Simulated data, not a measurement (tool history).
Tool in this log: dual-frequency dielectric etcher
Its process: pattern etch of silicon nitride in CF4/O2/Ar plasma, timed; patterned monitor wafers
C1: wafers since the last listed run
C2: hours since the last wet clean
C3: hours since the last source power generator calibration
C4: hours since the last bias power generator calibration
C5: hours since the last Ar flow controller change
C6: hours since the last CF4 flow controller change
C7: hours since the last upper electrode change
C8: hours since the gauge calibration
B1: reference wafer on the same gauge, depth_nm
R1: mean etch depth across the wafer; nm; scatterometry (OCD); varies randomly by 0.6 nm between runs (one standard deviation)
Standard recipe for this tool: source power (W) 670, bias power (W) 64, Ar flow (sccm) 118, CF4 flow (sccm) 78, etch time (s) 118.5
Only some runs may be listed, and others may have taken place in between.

Run 1, hour 0.0: usual settings but bias power (W) 73; C1 0; C2 0.5; C3 46.8; C4 2153.4; C5 118.5; C6 5466.3; C7 121.2; C8 466.6; B1 298.8. Result: R1 302.9 nm.
Run 2, hour 0.3: usual settings; C1 3; C2 0.8; C3 47.1; C4 2153.7; C5 118.8; C6 5466.6; C7 121.5; C8 466.9; B1 299.1. Result: R1 286.5 nm.
Run 3, hour 3.8: usual settings but source power (W) 610, etch time (s) 129.0; C1 37; C2 4.3; C3 50.6; C4 2157.2; C5 122.3; C6 5470.1; C7 125.0; C8 470.4; B1 298.9. Result: R1 292.9 nm.
Run 4, hour 16.6: usual settings but bias power (W) 73; C1 137; C2 17.1; C3 63.4; C4 2170.0; C5 135.1; C6 5482.9; C7 137.8; C8 483.2; B1 299.1. Result: R1 302.5 nm.
At hour 32.6: bias power generator calibrated.
Run 5, hour 33.1: usual settings but Ar flow (sccm) 128, CF4 flow (sccm) 66, etch time (s) 92.0; C1 134; C2 33.6; C3 79.9; C4 0.5; C5 151.6; C6 5499.4; C7 154.3; C8 499.7; B1 298.8. Result: R1 216.1 nm.
Run 6, hour 35.7: usual settings; C1 27; C2 36.2; C3 82.5; C4 3.1; C5 154.2; C6 5502.0; C7 156.9; C8 502.3; B1 299.1. Result: R1 285.9 nm.
At hour 49.0: gauge calibrated.
Run 7, hour 49.7: usual settings; C1 150; C2 50.2; C3 96.5; C4 17.1; C5 168.2; C6 5516.0; C7 170.9; C8 0.7; B1 299.0. Result: R1 286.5 nm.
Run 8, hour 60.3: usual settings but etch time (s) 131.0; C1 113; C2 60.8; C3 107.1; C4 27.7; C5 178.8; C6 5526.6; C7 181.5; C8 11.3; B1 299.0. Result: R1 316.0 nm.
Run 9, hour 66.5: usual settings but Ar flow (sccm) 134; C1 66; C2 67.0; C3 113.3; C4 33.9; C5 185.0; C6 5532.8; C7 187.7; C8 17.5; B1 299.2. Result: R1 281.8 nm.
At hour 82.5: CF4 flow controller replaced.
Run 10, hour 82.9: usual settings but CF4 flow (sccm) 94; C1 111; C2 83.4; C3 129.7; C4 50.3; C5 201.4; C6 0.4; C7 204.1; C8 33.9; B1 299.1. Result: R1 291.4 nm.
Run 11, hour 99.5: usual settings but source power (W) 560; C1 178; C2 100.0; C3 146.3; C4 66.9; C5 218.0; C6 17.0; C7 220.7; C8 50.5; B1 299.1. Result: R1 256.8 nm.
Run 12, hour 116.3: usual settings but CF4 flow (sccm) 73; C1 180; C2 116.8; C3 163.1; C4 83.7; C5 234.8; C6 33.8; C7 237.5; C8 67.3; B1 298.9. Result: R1 283.9 nm.
Run 13, hour 124.1: usual settings but bias power (W) 79, Ar flow (sccm) 127, etch time (s) 100.0; C1 83; C2 124.6; C3 170.9; C4 91.5; C5 242.6; C6 41.6; C7 245.3; C8 75.1; B1 299.0. Result: R1 262.1 nm.
Run 14, hour 141.7: usual settings; C1 189; C2 142.2; C3 188.5; C4 109.1; C5 260.2; C6 59.2; C7 262.9; C8 92.7; B1 299.3. Result: R1 285.0 nm.
Run 15, hour 155.2: usual settings but etch time (s) 92.0; C1 145; C2 155.7; C3 202.0; C4 122.6; C5 273.7; C6 72.7; C7 276.4; C8 106.2; B1 298.9. Result: R1 222.0 nm.
Run 16, hour 168.6: usual settings; C1 143; C2 169.1; C3 215.4; C4 136.0; C5 287.1; C6 86.1; C7 289.8; C8 119.6; B1 299.0. Result: R1 285.8 nm.
Run 17, hour 195.9: usual settings but etch time (s) 85.5; C1 293; C2 196.4; C3 242.7; C4 163.3; C5 314.4; C6 113.4; C7 317.1; C8 146.9; B1 299.0. Result: R1 206.2 nm.
Run 18, hour 208.2: usual settings; C1 132; C2 208.7; C3 255.0; C4 175.6; C5 326.7; C6 125.7; C7 329.4; C8 159.2; B1 299.1. Result: R1 284.5 nm.
Run 19, hour 222.1: usual settings but Ar flow (sccm) 92, etch time (s) 152.0; C1 149; C2 222.6; C3 268.9; C4 189.5; C5 340.6; C6 139.6; C7 343.3; C8 173.1; B1 298.9. Result: R1 376.3 nm.
Run 20, hour 231.1: usual settings but bias power (W) 50, Ar flow (sccm) 146, CF4 flow (sccm) 84; C1 96; C2 231.6; C3 277.9; C4 198.5; C5 349.6; C6 148.6; C7 352.3; C8 182.1; B1 298.9. Result: R1 251.4 nm.

Run-by-run hidden state of the tool:
etch rate over this chamber's usual, %: 0 in every run
source power that arrives over what is set, %: 0 in every run
bias power that arrives over what is set, %: 0 in every run
Ar flow that arrives over what is set, %: 0 in every run
CF4 flow that arrives over what is set, %: 0 in every run
gauge reads high (%): 0 in every run

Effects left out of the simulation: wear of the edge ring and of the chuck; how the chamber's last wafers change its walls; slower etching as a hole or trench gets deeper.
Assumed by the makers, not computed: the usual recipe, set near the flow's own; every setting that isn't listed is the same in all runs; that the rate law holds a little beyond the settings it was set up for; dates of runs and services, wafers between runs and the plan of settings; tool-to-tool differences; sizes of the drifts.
